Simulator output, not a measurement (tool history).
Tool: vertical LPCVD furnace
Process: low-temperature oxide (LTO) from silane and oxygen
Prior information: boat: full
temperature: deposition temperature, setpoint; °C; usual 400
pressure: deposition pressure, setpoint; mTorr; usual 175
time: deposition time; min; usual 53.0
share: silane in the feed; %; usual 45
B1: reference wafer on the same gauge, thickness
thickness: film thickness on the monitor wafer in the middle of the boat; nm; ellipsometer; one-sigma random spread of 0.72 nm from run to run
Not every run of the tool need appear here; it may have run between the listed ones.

run 1 hour=0.0 | temperature=400 pressure=175 time=53.0 share=45 | B1=443.17 | thickness=374.18
run 2 hour=8.4 | temperature=400 pressure=175 time=53.0 share=45 | B1=443.29 | thickness=373.88
run 3 hour=28.8 | temperature=400 pressure=175 time=53.0 share=45 | B1=443.08 | thickness=374.60
run 4 hour=45.9 | temperature=400 pressure=175 time=53.0 share=45 | B1=443.28 | thickness=373.61
run 5 hour=64.3 | temperature=400 pressure=175 time=53.0 share=45 | B1=443.03 | thickness=373.93
run 6 hour=83.2 | temperature=400 pressure=175 time=53.0 share=45 | B1=443.18 | thickness=374.74
run 7 hour=102.4 | temperature=400 pressure=175 time=53.0 share=45 | B1=442.89 | thickness=373.66
-- hour=142.9 silane flow controller replaced
run 8 hour=143.6 | temperature=400 pressure=175 time=48.5 share=45 | B1=442.81 | thickness=341.07
run 9 hour=157.2 | temperature=400 pressure=175 time=48.5 share=45 | B1=443.13 | thickness=342.01
run 10 hour=169.2 | temperature=400 pressure=175 time=48.5 share=45 | B1=443.28 | thickness=341.72
-- hour=203.0 gauge calibrated
run 11 hour=229.2 | temperature=400 pressure=140 time=53.0 share=45 | B1=443.15 | thickness=294.18
run 12 hour=246.6 | temperature=400 pressure=140 time=53.0 share=45 | B1=443.21 | thickness=293.48
run 13 hour=264.7 | temperature=400 pressure=175 time=53.0 share=45 | B1=443.12 | thickness=373.27
run 14 hour=277.2 | temperature=407 pressure=190 time=36.0 share=50 | B1=443.18 | thickness=327.20
run 15 hour=284.9 | temperature=390 pressure=175 time=53.0 share=45 | B1=443.14 | thickness=334.29
run 16 hour=296.6 | temperature=407 pressure=175 time=71.0 share=45 | B1=443.06 | thickness=537.61
-- hour=334.0 thermocouples replaced and temperature profile calibrated
run 17 hour=334.5 | temperature=400 pressure=175 time=53.0 share=45 | B1=443.08 | thickness=372.16
run 18 hour=339.5 | temperature=406 pressure=175 time=42.0 share=42 | B1=442.80 | thickness=291.54
run 19 hour=351.2 | temperature=407 pressure=175 time=53.0 share=45 | B1=443.45 | thickness=401.08
-- hour=394.6 pressure gauge zeroed
run 20 hour=395.1 | temperature=400 pressure=160 time=53.0 share=45 | B1=443.29 | thickness=360.02
run 21 hour=403.2 | temperature=396 pressure=215 time=69.5 share=37 | B1=442.67 | thickness=482.72
run 22 hour=423.2 | temperature=400 pressure=215 time=53.0 share=45 | B1=442.93 | thickness=483.35
run 23 hour=436.2 | temperature=400 pressure=135 time=53.0 share=49 | B1=442.84 | thickness=328.85
run 24 hour=456.3 | temperature=400 pressure=200 time=43.0 share=45 | B1=442.86 | thickness=366.30
run 25 hour=469.5 | temperature=396 pressure=140 time=45.0 share=48 | B1=443.19 | thickness=272.93
run 26 hour=485.3 | temperature=400 pressure=175 time=53.0 share=45 | B1=443.02 | thickness=393.53
run 27 hour=496.3 | temperature=407 pressure=175 time=35.0 share=45 | B1=443.08 | thickness=279.33
run 28 hour=510.0 | temperature=400 pressure=200 time=34.0 share=45 | B1=443.36 | thickness=287.22
run 29 hour=517.4 | temperature=400 pressure=175 time=53.0 share=42 | B1=442.81 | thickness=366.10
run 30 hour=537.5 | temperature=400 pressure=175 time=53.0 share=45 | B1=443.12 | thickness=394.08
run 31 hour=555.7 | temperature=392 pressure=205 time=53.0 share=38 | B1=442.65 | thickness=347.32

Consider 4 possible next runs. They are alternatives, not a sequence: every one starts from the tool as it was left by run 31. What does each give?
run A hour=560.8 | temperature=400 pressure=175 time=53.0 share=37 | B1=? | thickness=?
run B hour=560.8 | temperature=400 pressure=155 time=46.0 share=50 | B1=? | thickness=?
run C hour=560.8 | temperature=395 pressure=175 time=41.5 share=37 | B1=? | thickness=?
run D hour=560.8 | temperature=397 pressure=195 time=35.0 share=45 | B1=? | thickness=?

run=A B1=443.17 thickness=312.20
run=B B1=443.17 thickness=331.99
run=C B1=443.17 thickness=230.92
run=D B1=443.17 thickness=279.36
What these runs would have given with no unlogged condition in the tool:
run=A thickness=313.47
run=B thickness=333.50
run=C thickness=231.85
run=D thickness=280.38
